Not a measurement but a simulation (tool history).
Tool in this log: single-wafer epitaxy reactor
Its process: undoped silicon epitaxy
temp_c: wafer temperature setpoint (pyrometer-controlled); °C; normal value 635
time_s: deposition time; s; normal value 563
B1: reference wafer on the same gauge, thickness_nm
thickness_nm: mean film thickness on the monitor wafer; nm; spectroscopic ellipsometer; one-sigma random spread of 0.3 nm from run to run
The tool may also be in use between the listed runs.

{"run": 1, "hour": 0.0, "temp_c": 635, "time_s": 563, "B1": 75.776, "thickness_nm": 67.297}
{"run": 2, "hour": 101.4, "temp_c": 635, "time_s": 563, "B1": 75.69, "thickness_nm": 67.241}
{"run": 3, "hour": 159.9, "temp_c": 635, "time_s": 649, "B1": 75.667, "thickness_nm": 77.164}
{"run": 4, "hour": 200.5, "temp_c": 635, "time_s": 649, "B1": 75.718, "thickness_nm": 77.176}
{"run": 5, "hour": 286.3, "temp_c": 635, "time_s": 649, "B1": 75.672, "thickness_nm": 76.926}
{"run": 6, "hour": 328.8, "temp_c": 631, "time_s": 563, "B1": 75.691, "thickness_nm": 60.681}
{"run": 7, "hour": 382.5, "temp_c": 635, "time_s": 563, "B1": 75.714, "thickness_nm": 67.334}
{"hour": 435.1, "done": "pyrometer calibrated"}
{"run": 8, "hour": 485.7, "temp_c": 635, "time_s": 563, "B1": 75.711, "thickness_nm": 67.903}
{"run": 9, "hour": 539.2, "temp_c": 635, "time_s": 563, "B1": 75.672, "thickness_nm": 68.701}
{"hour": 546.3, "done": "gauge calibrated"}
{"run": 10, "hour": 594.4, "temp_c": 635, "time_s": 563, "B1": 75.677, "thickness_nm": 69.056}
{"run": 11, "hour": 671.0, "temp_c": 635, "time_s": 563, "B1": 75.612, "thickness_nm": 68.694}
{"run": 12, "hour": 760.3, "temp_c": 628, "time_s": 461, "B1": 75.747, "thickness_nm": 47.699}
{"run": 13, "hour": 835.9, "temp_c": 641, "time_s": 490, "B1": 75.708, "thickness_nm": 68.119}
{"run": 14, "hour": 885.1, "temp_c": 635, "time_s": 563, "B1": 75.644, "thickness_nm": 68.459}
{"run": 15, "hour": 991.7, "temp_c": 644, "time_s": 533, "B1": 75.661, "thickness_nm": 79.602}
{"run": 16, "hour": 1044.6, "temp_c": 649, "time_s": 473, "B1": 75.684, "thickness_nm": 79.44}
{"run": 17, "hour": 1118.4, "temp_c": 622, "time_s": 485, "B1": 75.688, "thickness_nm": 42.851}
{"run": 18, "hour": 1204.8, "temp_c": 625, "time_s": 488, "B1": 75.697, "thickness_nm": 46.495}
{"run": 19, "hour": 1303.5, "temp_c": 635, "time_s": 563, "B1": 75.673, "thickness_nm": 68.176}
{"run": 20, "hour": 1348.0, "temp_c": 643, "time_s": 520, "B1": 75.666, "thickness_nm": 75.238}
{"run": 21, "hour": 1425.9, "temp_c": 642, "time_s": 529, "B1": 75.663, "thickness_nm": 75.225}

State the hidden condition of the tool at each of the runs:
gauge reads high (%): 0, the same for each run
H1: wafer temperature above the value expected at the setpoint (K)
run=1 H1=-0.538
run=2 H1=-0.62
run=3 H1=-0.67
run=4 H1=-0.706
run=5 H1=-0.785
run=6 H1=-0.826
run=7 H1=-0.879
run=8 H1=0.0739
run=9 H1=0.0716
run=10 H1=0.0676
run=11 H1=0.0592
run=12 H1=0.0452
run=13 H1=0.03
run=14 H1=0.0183
run=15 H1=-0.0115
run=16 H1=-0.0286
run=17 H1=-0.0551
run=18 H1=-0.09
run=19 H1=-0.135
run=20 H1=-0.157
run=21 H1=-0.198

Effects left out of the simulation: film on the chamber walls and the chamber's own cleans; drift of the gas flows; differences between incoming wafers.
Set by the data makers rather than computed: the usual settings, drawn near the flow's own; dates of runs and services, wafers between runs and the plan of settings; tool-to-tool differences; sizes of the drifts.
